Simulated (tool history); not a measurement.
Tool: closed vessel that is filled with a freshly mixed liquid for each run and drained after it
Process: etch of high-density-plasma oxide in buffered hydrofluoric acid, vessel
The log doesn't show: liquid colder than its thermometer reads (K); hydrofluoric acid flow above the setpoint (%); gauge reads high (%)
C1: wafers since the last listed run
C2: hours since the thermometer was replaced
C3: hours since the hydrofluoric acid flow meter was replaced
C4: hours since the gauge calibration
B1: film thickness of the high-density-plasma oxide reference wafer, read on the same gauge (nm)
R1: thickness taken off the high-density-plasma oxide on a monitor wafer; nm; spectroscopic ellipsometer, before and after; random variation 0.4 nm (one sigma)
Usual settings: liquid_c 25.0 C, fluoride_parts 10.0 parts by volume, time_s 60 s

run 1 day=0.000 | liquid_c=25.0 fluoride_parts=10.0 time_s=60 | C1=0 C2=2196.5 C3=1932.9 C4=8.1 | B1=60.01 | R1=76.66
run 2 day=0.950 | liquid_c=25.0 fluoride_parts=10.0 time_s=60 | C1=2848 C2=2219.3 C3=1955.7 C4=30.9 | B1=60.04 | R1=77.27
run 3 day=1.729 | liquid_c=25.0 fluoride_parts=10.0 time_s=60 | C1=2336 C2=2238.0 C3=1974.4 C4=49.6 | B1=60.00 | R1=77.01
run 4 day=3.150 | liquid_c=25.0 fluoride_parts=10.0 time_s=60 | C1=4259 C2=2272.1 C3=2008.5 C4=83.7 | B1=59.97 | R1=76.79
run 5 day=3.721 | liquid_c=25.0 fluoride_parts=8.0 time_s=60 | C1=1711 C2=2285.8 C3=2022.2 C4=97.4 | B1=59.98 | R1=92.86
run 6 day=4.871 | liquid_c=25.0 fluoride_parts=8.0 time_s=60 | C1=3447 C2=2313.4 C3=2049.8 C4=125.0 | B1=59.94 | R1=93.85
run 7 day=6.075 | liquid_c=25.0 fluoride_parts=10.0 time_s=60 | C1=3610 C2=2342.3 C3=2078.7 C4=153.9 | B1=59.87 | R1=76.98
run 8 day=6.629 | liquid_c=25.0 fluoride_parts=8.5 time_s=60 | C1=1661 C2=2355.6 C3=2092.0 C4=167.2 | B1=59.87 | R1=87.62
run 9 day=7.379 | liquid_c=25.0 fluoride_parts=8.5 time_s=60 | C1=2248 C2=2373.6 C3=2110.0 C4=185.2 | B1=59.82 | R1=86.50
run 10 day=7.883 | liquid_c=22.0 fluoride_parts=10.0 time_s=40 | C1=1511 C2=2385.7 C3=2122.1 C4=197.3 | B1=59.83 | R1=43.43
run 11 day=8.988 | liquid_c=25.0 fluoride_parts=10.0 time_s=60 | C1=3310 C2=2412.2 C3=2148.6 C4=223.8 | B1=59.76 | R1=76.47
-- day=9.917 hydrofluoric acid flow meter replaced
run 12 day=10.112 | liquid_c=21.5 fluoride_parts=10.0 time_s=70 | C1=3248 C2=2439.2 C3=4.7 C4=250.8 | B1=59.67 | R1=73.67
run 13 day=10.812 | liquid_c=25.0 fluoride_parts=10.0 time_s=40 | C1=2098 C2=2456.0 C3=21.5 C4=267.6 | B1=59.63 | R1=50.96
-- day=11.075 thermometer replaced
run 14 day=12.083 | liquid_c=25.0 fluoride_parts=10.0 time_s=40 | C1=3685 C2=24.2 C3=52.0 C4=298.1 | B1=59.52 | R1=51.51
run 15 day=13.533 | liquid_c=25.0 fluoride_parts=10.0 time_s=60 | C1=4347 C2=59.0 C3=86.8 C4=332.9 | B1=59.44 | R1=75.99
run 16 day=14.475 | liquid_c=25.0 fluoride_parts=10.0 time_s=90 | C1=2823 C2=81.6 C3=109.4 C4=355.5 | B1=59.34 | R1=115.07
run 17 day=14.988 | liquid_c=25.0 fluoride_parts=10.0 time_s=40 | C1=1536 C2=93.9 C3=121.7 C4=367.8 | B1=59.30 | R1=50.93
run 18 day=15.525 | liquid_c=28.0 fluoride_parts=11.5 time_s=60 | C1=1611 C2=106.8 C3=134.6 C4=380.7 | B1=59.27 | R1=78.51
run 19 day=16.254 | liquid_c=28.5 fluoride_parts=12.0 time_s=35 | C1=2186 C2=124.3 C3=152.1 C4=398.2 | B1=59.19 | R1=45.00
run 20 day=17.592 | liquid_c=25.0 fluoride_parts=7.5 time_s=80 | C1=4010 C2=156.4 C3=184.2 C4=430.3 | B1=59.02 | R1=132.79
run 21 day=18.808 | liquid_c=21.5 fluoride_parts=6.5 time_s=60 | C1=3647 C2=185.6 C3=213.4 C4=459.5 | B1=58.89 | R1=93.90
-- day=19.554 gauge calibrated
run 22 day=19.621 | liquid_c=20.0 fluoride_parts=11.5 time_s=45 | C1=2436 C2=205.1 C3=232.9 C4=1.6 | B1=59.89 | R1=38.36
run 23 day=20.221 | liquid_c=25.0 fluoride_parts=7.0 time_s=80 | C1=1798 C2=219.5 C3=247.3 C4=16.0 | B1=59.90 | R1=142.99
run 24 day=20.854 | liquid_c=21.5 fluoride_parts=6.5 time_s=60 | C1=1898 C2=234.7 C3=262.5 C4=31.2 | B1=59.89 | R1=94.71
run 25 day=21.638 | liquid_c=25.0 fluoride_parts=10.0 time_s=60 | C1=2348 C2=253.5 C3=281.3 C4=50.0 | B1=59.89 | R1=76.82
run 26 day=22.538 | liquid_c=21.0 fluoride_parts=10.0 time_s=60 | C1=2698 C2=275.1 C3=302.9 C4=71.6 | B1=59.85 | R1=61.98
run 27 day=23.192 | liquid_c=21.5 fluoride_parts=12.0 time_s=35 | C1=1961 C2=290.8 C3=318.6 C4=87.3 | B1=59.86 | R1=31.01
run 28 day=23.892 | liquid_c=25.0 fluoride_parts=10.0 time_s=35 | C1=2098 C2=307.6 C3=335.4 C4=104.1 | B1=59.86 | R1=44.54
run 29 day=24.875 | liquid_c=20.5 fluoride_parts=10.0 time_s=45 | C1=2948 C2=331.2 C3=359.0 C4=127.7 | B1=59.83 | R1=45.02
run 30 day=26.000 | liquid_c=25.0 fluoride_parts=10.0 time_s=60 | C1=3372 C2=358.2 C3=386.0 C4=154.7 | B1=59.78 | R1=76.54

Forecast each of these 3 alternatives for the next run:
run A day=26.029 | liquid_c=25.0 fluoride_parts=10.0 time_s=60 | C1=87 C2=358.9 C3=386.7 C4=155.4 | B1=? | R1=?
run B day=26.029 | liquid_c=20.5 fluoride_parts=11.5 time_s=95 | C1=87 C2=358.9 C3=386.7 C4=155.4 | B1=? | R1=?
run C day=26.029 | liquid_c=25.0 fluoride_parts=7.5 time_s=60 | C1=87 C2=358.9 C3=386.7 C4=155.4 | B1=? | R1=?

run=A B1=59.75 R1=77.06
run=B B1=59.75 R1=83.13
run=C B1=59.75 R1=100.32
Without the tool's hidden state the same runs would have given:
run=A R1=77.35
run=B R1=83.45
run=C R1=100.69

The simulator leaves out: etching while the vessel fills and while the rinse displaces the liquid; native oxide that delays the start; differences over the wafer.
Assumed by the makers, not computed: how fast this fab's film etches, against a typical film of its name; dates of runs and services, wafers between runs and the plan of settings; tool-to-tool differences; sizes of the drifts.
